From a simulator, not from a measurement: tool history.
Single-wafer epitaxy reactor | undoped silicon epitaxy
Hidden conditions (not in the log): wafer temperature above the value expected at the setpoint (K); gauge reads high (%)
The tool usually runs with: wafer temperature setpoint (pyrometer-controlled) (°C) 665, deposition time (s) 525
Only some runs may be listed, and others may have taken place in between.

run	hour	wafer temperature setpoint (pyrometer-controlled) (°C)	deposition time (s)	wafers since the last listed run	hours since the last pyrometer calibration	hours since the gauge calibration	read-back reference wafer on the same gauge, thickness_nm	mean film thickness on the monitor wafer (angstrom)
1	0.0	673	525	0	1447.3	1252.5	108.072	1461.47
2	61.0	665	525	188	1508.3	1313.5	108.122	1248.29
3	108.8	665	525	148	1556.1	1361.3	107.930	1246.67
4	204.5	665	525	296	1651.8	1457.0	107.937	1253.20
# hour 253.5: pyrometer calibrated
5	302.5	665	525	278	49.0	1555.0	107.969	1208.59
6	508.2	665	525	637	254.7	1760.7	107.954	1203.54
7	561.8	665	525	166	308.3	1814.3	107.965	1199.02
8	640.4	665	525	243	386.9	1892.9	107.966	1208.07
9	698.0	665	525	178	444.5	1950.5	107.990	1216.86
10	802.4	665	485	323	548.9	2054.9	107.955	1122.81
11	871.9	665	485	215	618.4	2124.4	107.950	1126.88
12	1192.8	661	525	993	939.3	2445.3	108.102	1125.86
13	1269.1	665	456	236	1015.6	2521.6	107.822	1064.02
14	1357.4	675	525	273	1103.9	2609.9	108.007	1506.55
15	1508.7	665	578	468	1255.2	2761.2	107.809	1356.87
16	1560.4	665	525	160	1306.9	2812.9	107.951	1229.07
17	1643.9	665	525	258	1390.4	2896.4	108.000	1226.89
18	1723.6	665	525	246	1470.1	2976.1	107.976	1244.31
19	1781.1	665	559	178	1527.6	3033.6	108.030	1330.54
20	1872.7	665	559	283	1619.2	3125.2	108.042	1323.52
# hour 1947.0: pyrometer calibrated
21	1947.5	665	559	206	0.5	3200.0	108.084	1281.75
22	2026.4	676	454	244	79.4	3278.9	108.003	1294.82
23	2063.1	654	496	113	116.1	3315.6	107.946	909.80
# hour 2121.1: gauge calibrated
24	2170.3	673	487	332	223.3	49.2	107.994	1306.48
25	2210.5	665	467	124	263.5	89.4	107.992	1066.86
26	2252.6	660	525	130	305.6	131.5	107.902	1084.92
27	2313.3	654	496	187	366.3	192.2	108.000	903.98
28	2354.8	670	428	128	407.8	233.7	107.968	1088.63
29	2424.7	651	525	216	477.7	303.6	107.851	901.80
30	2475.0	661	453	155	528.0	353.9	107.938	957.43
31	2529.9	660	613	170	582.9	408.8	108.035	1273.80
32	2574.0	665	525	136	627.0	452.9	108.187	1205.83
33	2664.9	665	525	281	717.9	543.8	107.928	1210.72
34	2744.3	665	525	245	797.3	623.2	108.061	1211.98

The next listed run, before its measurement:
35	3008.9	676	443	819	1061.9	887.8	?	?

{"run 35": {"read-back reference wafer on the same gauge, thickness_nm": 108.035, "mean film thickness on the monitor wafer (angstrom)": 1283.43}}
Had the tool carried no hidden state, the very same run would have given mean film thickness on the monitor wafer (angstrom) 1267.08.

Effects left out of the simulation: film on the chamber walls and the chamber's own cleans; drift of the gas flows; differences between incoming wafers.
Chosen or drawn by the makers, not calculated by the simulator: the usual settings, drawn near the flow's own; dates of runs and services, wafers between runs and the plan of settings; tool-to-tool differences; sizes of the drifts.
